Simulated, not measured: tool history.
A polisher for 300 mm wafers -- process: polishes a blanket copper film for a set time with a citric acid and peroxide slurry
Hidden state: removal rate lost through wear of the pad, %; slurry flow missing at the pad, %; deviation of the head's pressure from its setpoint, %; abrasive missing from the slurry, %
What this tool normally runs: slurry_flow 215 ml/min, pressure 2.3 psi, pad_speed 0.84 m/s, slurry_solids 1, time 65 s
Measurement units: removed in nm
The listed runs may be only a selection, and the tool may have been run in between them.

run,hour,slurry_flow,pressure,pad_speed,slurry_solids,time,wafers since the last listed run,wafers polished on this pad,hours since the slurry nozzle was cleaned,hours since the head pressure was calibrated,hours since the slurry blender was calibrated,"incoming thickness of the incoming film, nm",removed
1,0,215,2.3,0.84,0.8,65,0,1670,294.6,295.9,194.4,850.4,77.9
2,57.3,165,2.3,0.84,1,65,418,2089,351.9,353.2,251.7,837.6,78.7
# hour 82.3: worn pad replaced by a new one
3,97.5,165,2.3,0.84,1,65,264,111,392.1,393.4,291.9,833.3,87.3
4,161.3,165,2.3,0.84,1,65,465,576,455.9,457.2,355.7,835,85.2
# hour 193.5: slurry blender recalibrated
5,227.3,215,2.3,0.84,1,65,467,1043,521.9,523.2,33.8,842.1,87.1
# hour 275.4: slurry nozzle cleaned
6,307.4,155,2.3,0.84,1,65,577,1621,32,603.3,113.9,834.4,80.1
7,347.7,215,2.3,0.6,1,65,294,1915,72.3,643.6,154.2,834.8,67.1
8,442,215,2.3,0.6,1,65,688,2603,166.6,737.9,248.5,844.5,64.4
# hour 466.8: worn pad replaced by a new one
9,500.5,215,2.3,0.96,1,65,397,245,225.1,796.4,307,828.3,96.9
10,559.8,215,2.3,0.84,1,65,432,678,284.4,855.7,366.3,834.7,86.8
# hour 596.2: slurry blender recalibrated
11,650.6,215,2.3,0.84,1,65,648,1326,375.2,946.5,54.4,828.6,85
# hour 686.8: head pressure recalibrated
12,728.9,215,2.3,0.84,1,65,556,1883,453.5,42.1,132.7,842.5,83.5
# hour 805.3: slurry nozzle cleaned
13,805.8,240,2.3,0.84,1,88,553,2437,0.5,119,209.6,840.4,106.4
# hour 869.9: worn pad replaced by a new one
14,912.2,215,2.7,0.84,1,65,747,308,106.9,225.4,316,854.6,103.2
# hour 944.4: slurry blender recalibrated
15,1016.6,255,2.3,0.72,0.85,43,747,1056,211.3,329.8,72.2,835.6,49.7
16,1104.4,215,2.3,0.84,1,65,640,1697,299.1,417.6,160,848.6,81.8
17,1170.7,215,2.3,1.1,0.8,65,483,2181,365.4,483.9,226.3,839.6,93.6
# hour 1242.9: worn pad replaced by a new one
18,1264.7,215,2.3,0.84,1,65,656,159,459.4,577.9,320.3,835.8,90.1
# hour 1326.5: slurry nozzle cleaned
19,1339,290,2.3,0.84,1,65,534,694,12.5,652.2,394.6,832.1,90
# hour 1350.3: slurry blender recalibrated
20,1442.5,215,1.9,0.98,1,65,740,1434,116,755.7,92.2,853,75.4
21,1544.6,215,2.3,0.84,1.15,65,745,2180,218.1,857.8,194.3,840.4,83.8
# hour 1558: head pressure recalibrated
22,1644.7,215,2.8,0.84,1,65,715,2896,318.2,86.7,294.4,832.2,92.5
# hour 1652.7: worn pad replaced by a new one
23,1708.8,240,2.3,0.56,1.2,65,438,409,382.3,150.8,358.5,832,72
# hour 1733.4: slurry blender recalibrated
24,1774.4,215,2.3,0.84,1,65,464,873,447.9,216.4,41,826.3,88.6
25,1815.8,270,1.9,0.84,1,88,302,1175,489.3,257.8,82.4,834.3,95.8

Consider 5 possible next runs. They are alternatives, not a sequence: every one starts from the tool as it was left by run 25. What does each give?
A,1816.2,215,2.3,0.84,0.7,65,2,1178,489.7,258.2,82.8,833.6,?
B,1816.2,245,2.3,0.68,1.15,65,2,1178,489.7,258.2,82.8,833.6,?
C,1816.2,215,1.9,0.56,0.7,72,2,1178,489.7,258.2,82.8,833.6,?
D,1816.2,165,2.3,0.56,1,88,2,1178,489.7,258.2,82.8,833.6,?
E,1816.2,215,2.9,0.84,1,65,2,1178,489.7,258.2,82.8,833.6,?

run,removed
A,76.3
B,77.6
C,55.1
D,86.8
E,105.5
With the hidden condition removed and each run's random variation left untouched, the same runs would have given:
run,removed
A,81.2
B,82.6
C,58.7
D,92.4
E,112.3
